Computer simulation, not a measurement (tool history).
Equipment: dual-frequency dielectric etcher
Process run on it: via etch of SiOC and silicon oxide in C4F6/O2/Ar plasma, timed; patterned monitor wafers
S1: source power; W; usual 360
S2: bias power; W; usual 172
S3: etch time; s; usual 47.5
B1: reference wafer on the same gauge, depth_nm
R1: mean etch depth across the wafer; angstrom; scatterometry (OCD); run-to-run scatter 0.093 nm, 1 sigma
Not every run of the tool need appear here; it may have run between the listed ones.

{"run": 1, "hour": 0.0, "S1": 360, "S2": 172, "S3": 47.5, "B1": 46.8, "R1": 495}
{"run": 2, "hour": 61.1, "S1": 360, "S2": 172, "S3": 47.5, "B1": 46.8, "R1": 495}
{"hour": 102.1, "done": "wet clean of the chamber"}
{"run": 3, "hour": 121.9, "S1": 360, "S2": 172, "S3": 47.5, "B1": 46.8, "R1": 496}
{"run": 4, "hour": 160.5, "S1": 360, "S2": 172, "S3": 47.5, "B1": 46.8, "R1": 495}
{"run": 5, "hour": 207.2, "S1": 360, "S2": 205, "S3": 47.5, "B1": 46.8, "R1": 531}
{"run": 6, "hour": 238.5, "S1": 360, "S2": 205, "S3": 47.5, "B1": 46.8, "R1": 531}
{"hour": 263.0, "done": "gauge calibrated"}
{"run": 7, "hour": 279.9, "S1": 360, "S2": 172, "S3": 53.5, "B1": 46.8, "R1": 556}
{"run": 8, "hour": 455.9, "S1": 360, "S2": 172, "S3": 53.5, "B1": 46.8, "R1": 561}
{"hour": 490.9, "done": "wet clean of the chamber"}
{"run": 9, "hour": 525.6, "S1": 360, "S2": 172, "S3": 47.5, "B1": 46.8, "R1": 496}
{"run": 10, "hour": 590.0, "S1": 300, "S2": 136, "S3": 47.5, "B1": 46.8, "R1": 429}
{"run": 11, "hour": 635.0, "S1": 360, "S2": 154, "S3": 41, "B1": 46.8, "R1": 412}
{"hour": 677.3, "done": "bias power generator calibrated"}
{"run": 12, "hour": 677.8, "S1": 290, "S2": 205, "S3": 61.5, "B1": 46.8, "R1": 637}
{"run": 13, "hour": 719.2, "S1": 360, "S2": 193, "S3": 40.5, "B1": 46.8, "R1": 439}
{"hour": 760.3, "done": "upper electrode replaced"}
{"run": 14, "hour": 770.6, "S1": 310, "S2": 143, "S3": 35.5, "B1": 46.8, "R1": 326}
{"run": 15, "hour": 824.5, "S1": 360, "S2": 172, "S3": 47.5, "B1": 46.8, "R1": 494}
{"hour": 848.4, "done": "source power generator calibrated"}
{"run": 16, "hour": 861.1, "S1": 400, "S2": 172, "S3": 56, "B1": 46.8, "R1": 592}
{"run": 17, "hour": 911.8, "S1": 360, "S2": 172, "S3": 47.5, "B1": 46.8, "R1": 485}
{"hour": 965.9, "done": "wet clean of the chamber"}
{"run": 18, "hour": 966.4, "S1": 410, "S2": 202, "S3": 40, "B1": 46.8, "R1": 455}
{"run": 19, "hour": 996.2, "S1": 360, "S2": 172, "S3": 47.5, "B1": 46.8, "R1": 486}
{"run": 20, "hour": 1032.6, "S1": 450, "S2": 142, "S3": 58, "B1": 46.8, "R1": 595}
{"run": 21, "hour": 1088.1, "S1": 360, "S2": 172, "S3": 47.5, "B1": 46.8, "R1": 487}
{"run": 22, "hour": 1115.0, "S1": 360, "S2": 172, "S3": 47.5, "B1": 46.8, "R1": 485}
{"run": 23, "hour": 1160.0, "S1": 420, "S2": 197, "S3": 60.5, "B1": 46.8, "R1": 689}
{"run": 24, "hour": 1203.3, "S1": 420, "S2": 172, "S3": 47.5, "B1": 46.7, "R1": 512}
{"run": 25, "hour": 1236.1, "S1": 360, "S2": 172, "S3": 39, "B1": 46.8, "R1": 401}
{"run": 26, "hour": 1263.8, "S1": 360, "S2": 172, "S3": 47.5, "B1": 46.8, "R1": 486}
{"run": 27, "hour": 1324.3, "S1": 360, "S2": 172, "S3": 55.5, "B1": 46.8, "R1": 567}
{"run": 28, "hour": 1368.0, "S1": 440, "S2": 197, "S3": 36.5, "B1": 46.8, "R1": 419}
{"run": 29, "hour": 1401.5, "S1": 360, "S2": 172, "S3": 60.5, "B1": 46.8, "R1": 620}
{"hour": 1435.2, "done": "wet clean of the chamber"}
{"run": 30, "hour": 1438.4, "S1": 360, "S2": 194, "S3": 54, "B1": 46.8, "R1": 580}
{"run": 31, "hour": 1504.3, "S1": 360, "S2": 172, "S3": 47.5, "B1": 46.8, "R1": 486}

Pick out some run-to-run changes in R1. Of each, how much would a tool without hidden state show as well, from the settings, what came in and chance, and how much is left for the hidden state and any gauge scatter not in both results compared?
Hidden state at play: etch rate over this chamber's usual, %; source power that arrives over what is set, %; bias power that arrives over what is set, %; gauge reads high (%).
Run 8 -> 9: S3 53.5 -> 47.5, wet clean of the chamber. R1 -65 angstrom: hidden state -3, all else -62.
Run 11 -> 12: S1 360 -> 290, S2 154 -> 205, S3 41 -> 61.5, bias power generator calibrated. R1 +225 angstrom: hidden state -2, all else +227.
Run 14 -> 15: S1 310 -> 360, S2 143 -> 172, S3 35.5 -> 47.5. R1 +168 angstrom: hidden state +4, all else +164.
Run 15 -> 16: S1 360 -> 400, S3 47.5 -> 56, source power generator calibrated. R1 +98 angstrom: hidden state -7, all else +105.
Run 22 -> 23: S1 360 -> 420, S2 172 -> 197, S3 47.5 -> 60.5. R1 +204 angstrom: hidden state +2, all else +202.
Run 28 -> 29: S1 440 -> 360, S2 197 -> 172, S3 36.5 -> 60.5. R1 +201 angstrom: hidden state +2, all else +199.

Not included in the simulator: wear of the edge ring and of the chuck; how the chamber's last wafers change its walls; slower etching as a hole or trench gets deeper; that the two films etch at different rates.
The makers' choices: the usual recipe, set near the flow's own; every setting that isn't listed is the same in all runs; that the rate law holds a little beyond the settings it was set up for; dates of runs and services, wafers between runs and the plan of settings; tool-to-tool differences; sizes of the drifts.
